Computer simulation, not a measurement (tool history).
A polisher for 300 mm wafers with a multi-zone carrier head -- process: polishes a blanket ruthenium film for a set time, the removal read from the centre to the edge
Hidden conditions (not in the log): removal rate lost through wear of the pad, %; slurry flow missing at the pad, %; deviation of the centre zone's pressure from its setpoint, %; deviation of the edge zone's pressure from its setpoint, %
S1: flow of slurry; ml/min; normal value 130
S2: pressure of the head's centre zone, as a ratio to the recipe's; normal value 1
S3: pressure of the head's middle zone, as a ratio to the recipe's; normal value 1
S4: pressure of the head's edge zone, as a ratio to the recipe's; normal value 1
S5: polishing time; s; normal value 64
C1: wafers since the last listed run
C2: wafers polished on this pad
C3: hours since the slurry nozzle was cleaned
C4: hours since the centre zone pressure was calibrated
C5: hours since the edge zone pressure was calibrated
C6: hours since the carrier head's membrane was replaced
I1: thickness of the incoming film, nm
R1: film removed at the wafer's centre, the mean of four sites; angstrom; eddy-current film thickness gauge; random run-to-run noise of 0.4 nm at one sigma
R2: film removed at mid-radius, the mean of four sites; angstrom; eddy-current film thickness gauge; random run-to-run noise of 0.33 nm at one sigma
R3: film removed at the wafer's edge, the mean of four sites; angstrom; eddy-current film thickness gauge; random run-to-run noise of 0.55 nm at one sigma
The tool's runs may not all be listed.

run,hour,S1,S2,S3,S4,S5,C1,C2,C3,C4,C5,C6,I1,R1,R2,R3
1,0,130,1,1.03,1,64,0,2737,123.9,78.3,1091,751.3,259.1,338,350,335
2,62.6,130,1,1,1,64,850,3588,186.5,140.9,1153.6,813.9,258.6,342,342,334
# hour 93: carrier head's membrane replaced by a new one
3,162.8,130,1,1,1,64,1293,4881,286.7,241.1,1253.8,69.8,262.1,334,339,332
4,227.1,100,1,1,1,44,873,5755,351,305.4,1318.1,134.1,258.8,212,214,222
# hour 255.8: worn pad replaced by a new one, repeated, since the last time left the tool worse
5,292.7,145,1.11,1.04,1,57,837,501,416.6,371,1383.7,199.7,257.4,391,364,350
6,340.9,90,1.03,1,0.93,57,654,1156,464.8,419.2,1431.9,247.9,261.7,322,315,320
# hour 400.1: centre zone pressure recalibrated
# hour 433.3: edge zone pressure recalibrated
7,446.8,130,1.08,0.92,1.04,76,1384,2540,570.7,46.7,13.5,353.8,263.7,493,440,464
8,537.4,120,1,1,1,64,1231,3771,661.3,137.3,104.1,444.4,256.8,375,377,389
9,640,100,1,1,1,64,1394,5166,763.9,239.9,206.7,547,264.2,352,360,365
# hour 690.4: slurry nozzle cleaned
10,744.4,130,1,0.89,0.94,45,1405,6571,54,344.3,311.1,651.4,256.3,263,242,253
# hour 765.7: worn pad replaced by a new one
11,874.9,130,1,1,1,86,1718,1483,184.5,474.8,441.6,781.9,258.6,528,519,532
# hour 882.7: centre zone pressure recalibrated
12,957,130,1,1,1,64,1088,2572,266.6,74.3,523.7,864,262.2,384,387,387
13,993.3,115,1,1,0.94,52,493,3065,302.9,110.6,560,900.3,263.4,306,308,306
# hour 1073.5: carrier head's membrane replaced by a new one
14,1079.2,110,1.05,1,1,64,1099,4164,388.8,196.5,645.9,5.7,262.8,391,368,369
15,1148.7,130,1.03,1,1,64,944,5109,458.3,266,715.4,75.2,263.5,381,386,385
16,1228.7,130,1,1,1,64,1087,6196,538.3,346,795.4,155.2,259.3,375,381,379
17,1280.1,130,1.05,1,1.1,64,698,6894,589.7,397.4,846.8,206.6,261.4,396,373,380
# hour 1407.5: worn pad replaced by a new one
# hour 1420.4: slurry nozzle cleaned
# hour 1510.7: centre zone pressure recalibrated
18,1549.9,130,1,1.05,1,64,3570,1894,129.5,39.2,1116.6,476.4,256.4,393,405,398
19,1620,130,1,1,1.07,64,952,2847,199.6,109.3,1186.7,546.5,259.7,387,384,395
20,1679.9,130,1,1,1,64,813,3661,259.5,169.2,1246.6,606.4,264.4,380,380,379
21,1718.4,130,1,1.07,1.07,55,523,4184,298,207.7,1285.1,644.9,259.8,332,343,338

The tool's hidden state at each run:
slurry flow missing at the pad, %: 0 in every run
deviation of the centre zone's pressure from its setpoint, %: 0 in every run
deviation of the edge zone's pressure from its setpoint, %: 0 in every run
H1: removal rate lost through wear of the pad, %
run,H1
1,12.8
2,13.3
3,14.3
4,15.2
5,0.222
6,0.321
7,0.813
8,1.53
9,2.68
10,4.21
11,0.308
12,0.723
13,0.979
14,1.76
15,2.57
16,3.71
17,4.56
18,0.645
19,1.06
20,1.55
21,1.93
